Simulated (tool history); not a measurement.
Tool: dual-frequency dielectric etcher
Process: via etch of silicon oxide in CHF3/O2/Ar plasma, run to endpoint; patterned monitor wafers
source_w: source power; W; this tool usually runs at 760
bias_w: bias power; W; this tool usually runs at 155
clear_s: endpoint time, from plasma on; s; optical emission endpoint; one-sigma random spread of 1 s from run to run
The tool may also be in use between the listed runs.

run	hour	source_w	bias_w	incoming incoming film thickness, nm	clear_s
1	0	760	155	800.7	339.2
2	33.4	760	155	794	336.6
3	91.5	760	155	790.4	335.7
4	120.2	760	155	797.1	340.4
5	181.7	760	141	795.3	348.3
6	212.1	760	155	798.7	341.4
7	248.2	760	155	789.4	337.5
8	289.9	650	155	794	359.4
9	332.4	650	155	795.1	359.5
10	377.5	650	155	803.1	364.1
11	405.3	760	155	799	344.2
12	475.8	760	155	788.2	338.3
# hour 519.2: wet clean of the chamber
13	537	760	155	800.2	340
14	590.9	760	155	788.7	334.8
15	633.6	760	155	791.4	336.7
16	677.7	760	155	789.8	335.3
17	743.1	760	155	794.9	340.2
18	793.1	820	173	793.1	318.7
19	861.7	830	130	789.6	344.3
20	924	630	167	791.5	352.5
# hour 1000.6: upper electrode replaced
# hour 1004.1: bias power generator calibrated
21	1004.6	600	155	800.5	369.9
# hour 1029.9: source power generator calibrated
# hour 1046.5: wet clean of the chamber
22	1047	830	130	794.6	343
23	1111	880	138	795.2	330
24	1173.1	820	127	800.8	349.8
25	1240.8	670	123	792	373.4
26	1301.4	610	120	791.6	389.5
27	1372.2	760	155	794.5	339.3
28	1441.9	650	182	801.2	345.1
29	1512.4	870	194	789	302.9
30	1541.4	760	155	794.4	341.5
# hour 1565.8: wet clean of the chamber
31	1602.4	760	155	792.3	337
32	1669.5	760	192	792.9	318.7
33	1740.2	950	126	785.9	328

Here are 4 independent what-if runs from the current tool condition. What would each one return?
A	1740.7	760	155	788.9	?
B	1740.7	600	184	788.9	?
C	1740.7	620	138	788.9	?
D	1740.7	600	130	788.9	?

run	clear_s
A	336
B	345.8
C	371.7
D	381.9
With no hidden state in the tool, these same runs would have given:
run	clear_s
A	334.7
B	344.4
C	370.2
D	380.4
